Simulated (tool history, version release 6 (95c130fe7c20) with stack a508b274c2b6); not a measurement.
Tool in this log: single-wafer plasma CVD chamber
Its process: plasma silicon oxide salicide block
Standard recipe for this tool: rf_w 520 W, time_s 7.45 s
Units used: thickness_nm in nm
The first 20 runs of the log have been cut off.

run	hour	rf_w	time_s	wafers since the last listed run	hours since the last RF generator calibration	hours since the showerhead was replaced	hours since the gauge calibration	read-back reference wafer on the same gauge, thickness_nm	thickness_nm
21	266.2	555	7.45	187	1402.4	5044.7	246.5	81.185	78.676
22	292.1	585	6.29	666	1428.3	5070.6	272.4	81.201	67.462
23	307.4	520	7.45	393	1443.6	5085.9	287.7	81.185	76.997
24	314	520	7.45	169	1450.2	5092.5	294.3	81.201	76.966
25	322.1	430	8.08	208	1458.3	5100.6	302.4	81.171	78.858
26	329.9	465	8.72	200	1466.1	5108.4	310.2	81.194	86.942
# hour 331.9: gauge calibrated
27	337.2	570	6.55	187	1473.4	5115.7	5.3	81.171	69.409
# hour 360.4: showerhead replaced
28	360.9	445	8.21	404	1497.1	0.5	29	81.169	80.958
29	368.8	520	6.55	203	1505	8.4	36.9	81.203	67.596
# hour 382.2: RF generator calibrated
30	386.3	520	7.45	244	4.1	25.9	54.4	81.192	78.633
31	392.4	610	5.98	156	10.2	32	60.5	81.185	66.272
32	398.6	520	7.45	159	16.4	38.2	66.7	81.219	78.634
33	411.4	465	8.73	329	29.2	51	79.5	81.229	89.255
34	427.7	580	7.45	419	45.5	67.3	95.8	81.164	81.198
35	437.8	620	8.58	259	55.6	77.4	105.9	81.196	95.649
36	444.7	475	8.26	177	62.5	84.3	112.8	81.193	84.93
37	460.3	465	6.39	401	78.1	99.9	128.4	81.181	65.361
38	472.4	520	7.45	311	90.2	112	140.5	81.187	78.54
39	482.2	520	7.45	252	100	121.8	150.3	81.173	78.814
40	494.3	435	6.12	311	112.1	133.9	162.4	81.223	61.257

What if the next run were any one of these 4? Each begins from the tool's condition after run 40:
A	494.7	520	7.45	10	112.5	134.3	162.8	?	?
B	494.7	625	6.37	10	112.5	134.3	162.8	?	?
C	494.7	465	7.45	10	112.5	134.3	162.8	?	?
D	494.7	495	6.8	10	112.5	134.3	162.8	?	?

run	read-back reference wafer on the same gauge, thickness_nm	thickness_nm
A	81.23	78.758
B	81.23	71.134
C	81.23	76.181
D	81.23	70.84
With no hidden state in the tool, these same runs would have given:
run	thickness_nm
A	78.906
B	71.267
C	76.324
D	70.973
